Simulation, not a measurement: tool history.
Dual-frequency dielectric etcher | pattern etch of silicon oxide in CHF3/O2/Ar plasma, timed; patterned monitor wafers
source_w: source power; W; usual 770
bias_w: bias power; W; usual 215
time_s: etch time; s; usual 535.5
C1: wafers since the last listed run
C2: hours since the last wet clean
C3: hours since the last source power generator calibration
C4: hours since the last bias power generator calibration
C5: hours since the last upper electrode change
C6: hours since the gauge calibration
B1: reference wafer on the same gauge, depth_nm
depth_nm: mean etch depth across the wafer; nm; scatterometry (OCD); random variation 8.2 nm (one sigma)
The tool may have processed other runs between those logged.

run 1 hour=0.0 | source_w=770 bias_w=215 time_s=535.5 | C1=0 C2=414.0 C3=1378.4 C4=2901.6 C5=4813.8 C6=939.6 | B1=1151.7 | depth_nm=1238.5
-- hour=188.8 bias power generator calibrated
-- hour=200.6 wet clean of the chamber
run 2 hour=233.5 | source_w=770 bias_w=215 time_s=535.5 | C1=786 C2=32.9 C3=1611.9 C4=44.7 C5=5047.3 C6=1173.1 | B1=1149.8 | depth_nm=1234.3
run 3 hour=315.0 | source_w=770 bias_w=215 time_s=535.5 | C1=294 C2=114.4 C3=1693.4 C4=126.2 C5=5128.8 C6=1254.6 | B1=1152.4 | depth_nm=1218.2
-- hour=351.2 source power generator calibrated
run 4 hour=415.4 | source_w=770 bias_w=215 time_s=535.5 | C1=348 C2=214.8 C3=64.2 C4=226.6 C5=5229.2 C6=1355.0 | B1=1148.4 | depth_nm=1234.7
run 5 hour=564.2 | source_w=770 bias_w=215 time_s=535.5 | C1=537 C2=363.6 C3=213.0 C4=375.4 C5=5378.0 C6=1503.8 | B1=1150.1 | depth_nm=1235.7
run 6 hour=658.0 | source_w=770 bias_w=215 time_s=535.5 | C1=338 C2=457.4 C3=306.8 C4=469.2 C5=5471.8 C6=1597.6 | B1=1151.0 | depth_nm=1234.1
run 7 hour=759.8 | source_w=770 bias_w=215 time_s=535.5 | C1=367 C2=559.2 C3=408.6 C4=571.0 C5=5573.6 C6=1699.4 | B1=1148.9 | depth_nm=1227.3
-- hour=803.4 wet clean of the chamber
run 8 hour=849.9 | source_w=770 bias_w=215 time_s=535.5 | C1=238 C2=46.5 C3=498.7 C4=661.1 C5=5663.7 C6=1789.5 | B1=1150.5 | depth_nm=1220.4
run 9 hour=932.1 | source_w=770 bias_w=215 time_s=535.5 | C1=296 C2=128.7 C3=580.9 C4=743.3 C5=5745.9 C6=1871.7 | B1=1153.5 | depth_nm=1220.2
run 10 hour=1028.8 | source_w=770 bias_w=248 time_s=535.5 | C1=349 C2=225.4 C3=677.6 C4=840.0 C5=5842.6 C6=1968.4 | B1=1151.4 | depth_nm=1320.3
run 11 hour=1089.7 | source_w=770 bias_w=215 time_s=535.5 | C1=219 C2=286.3 C3=738.5 C4=900.9 C5=5903.5 C6=2029.3 | B1=1148.5 | depth_nm=1239.4
run 12 hour=1193.3 | source_w=770 bias_w=215 time_s=535.5 | C1=374 C2=389.9 C3=842.1 C4=1004.5 C5=6007.1 C6=2132.9 | B1=1149.7 | depth_nm=1244.7
-- hour=1217.9 upper electrode replaced
run 13 hour=1299.4 | source_w=770 bias_w=215 time_s=535.5 | C1=296 C2=496.0 C3=948.2 C4=1110.6 C5=81.5 C6=2239.0 | B1=1151.2 | depth_nm=1225.0
run 14 hour=1379.5 | source_w=630 bias_w=215 time_s=591.0 | C1=289 C2=576.1 C3=1028.3 C4=1190.7 C5=161.6 C6=2319.1 | B1=1152.4 | depth_nm=1254.7
run 15 hour=1466.6 | source_w=850 bias_w=242 time_s=583.0 | C1=314 C2=663.2 C3=1115.4 C4=1277.8 C5=248.7 C6=2406.2 | B1=1150.2 | depth_nm=1493.5
-- hour=1546.8 gauge calibrated
run 16 hour=1558.3 | source_w=870 bias_w=190 time_s=535.5 | C1=331 C2=754.9 C3=1207.1 C4=1369.5 C5=340.4 C6=11.5 | B1=1152.6 | depth_nm=1204.5
-- hour=1594.6 wet clean of the chamber
run 17 hour=1631.8 | source_w=770 bias_w=215 time_s=535.5 | C1=178 C2=37.2 C3=1280.6 C4=1443.0 C5=413.9 C6=85.0 | B1=1148.8 | depth_nm=1240.8
run 18 hour=1723.0 | source_w=770 bias_w=215 time_s=535.5 | C1=329 C2=128.4 C3=1371.8 C4=1534.2 C5=505.1 C6=176.2 | B1=1149.9 | depth_nm=1237.8
run 19 hour=1791.2 | source_w=610 bias_w=232 time_s=446.0 | C1=246 C2=196.6 C3=1440.0 C4=1602.4 C5=573.3 C6=244.4 | B1=1152.5 | depth_nm=981.0
-- hour=1811.3 source power generator calibrated
run 20 hour=1838.5 | source_w=770 bias_w=194 time_s=429.0 | C1=156 C2=243.9 C3=27.2 C4=1649.7 C5=620.6 C6=291.7 | B1=1148.8 | depth_nm=939.2
run 21 hour=1944.4 | source_w=580 bias_w=215 time_s=535.5 | C1=382 C2=349.8 C3=133.1 C4=1755.6 C5=726.5 C6=397.6 | B1=1150.1 | depth_nm=1111.3
run 22 hour=1999.6 | source_w=770 bias_w=215 time_s=535.5 | C1=199 C2=405.0 C3=188.3 C4=1810.8 C5=781.7 C6=452.8 | B1=1149.5 | depth_nm=1227.2
run 23 hour=2074.8 | source_w=770 bias_w=215 time_s=661.0 | C1=271 C2=480.2 C3=263.5 C4=1886.0 C5=856.9 C6=528.0 | B1=1149.8 | depth_nm=1506.1
run 24 hour=2153.0 | source_w=910 bias_w=172 time_s=535.5 | C1=282 C2=558.4 C3=341.7 C4=1964.2 C5=935.1 C6=606.2 | B1=1149.3 | depth_nm=1143.1
run 25 hour=2242.8 | source_w=660 bias_w=170 time_s=597.5 | C1=324 C2=648.2 C3=431.5 C4=2054.0 C5=1024.9 C6=696.0 | B1=1150.4 | depth_nm=1128.1
-- hour=2319.2 wet clean of the chamber
run 26 hour=2319.7 | source_w=770 bias_w=231 time_s=535.5 | C1=191 C2=0.5 C3=508.4 C4=2130.9 C5=1101.8 C6=772.9 | B1=1147.5 | depth_nm=1263.1
run 27 hour=2386.3 | source_w=630 bias_w=241 time_s=631.0 | C1=240 C2=67.1 C3=575.0 C4=2197.5 C5=1168.4 C6=839.5 | B1=1149.6 | depth_nm=1449.9
run 28 hour=2476.3 | source_w=770 bias_w=215 time_s=535.5 | C1=325 C2=157.1 C3=665.0 C4=2287.5 C5=1258.4 C6=929.5 | B1=1147.6 | depth_nm=1225.3
run 29 hour=2556.5 | source_w=580 bias_w=266 time_s=535.5 | C1=289 C2=237.3 C3=745.2 C4=2367.7 C5=1338.6 C6=1009.7 | B1=1149.4 | depth_nm=1243.4

Forecast each of these 4 alternatives for the next run:
run A hour=2557.1 | source_w=770 bias_w=215 time_s=630.0 | C1=2 C2=237.9 C3=745.8 C4=2368.3 C5=1339.2 C6=1010.3 | B1=? | depth_nm=?
run B hour=2557.1 | source_w=590 bias_w=175 time_s=473.0 | C1=2 C2=237.9 C3=745.8 C4=2368.3 C5=1339.2 C6=1010.3 | B1=? | depth_nm=?
run C hour=2557.1 | source_w=820 bias_w=162 time_s=401.5 | C1=2 C2=237.9 C3=745.8 C4=2368.3 C5=1339.2 C6=1010.3 | B1=? | depth_nm=?
run D hour=2557.1 | source_w=830 bias_w=215 time_s=535.5 | C1=2 C2=237.9 C3=745.8 C4=2368.3 C5=1339.2 C6=1010.3 | B1=? | depth_nm=?

run=A B1=1151.4 depth_nm=1432.0
run=B B1=1151.4 depth_nm=865.8
run=C B1=1151.4 depth_nm=794.2
run=D B1=1151.4 depth_nm=1251.5
Without the tool's hidden state the same runs would have given:
run=A depth_nm=1432.0
run=B depth_nm=865.8
run=C depth_nm=794.2
run=D depth_nm=1251.5

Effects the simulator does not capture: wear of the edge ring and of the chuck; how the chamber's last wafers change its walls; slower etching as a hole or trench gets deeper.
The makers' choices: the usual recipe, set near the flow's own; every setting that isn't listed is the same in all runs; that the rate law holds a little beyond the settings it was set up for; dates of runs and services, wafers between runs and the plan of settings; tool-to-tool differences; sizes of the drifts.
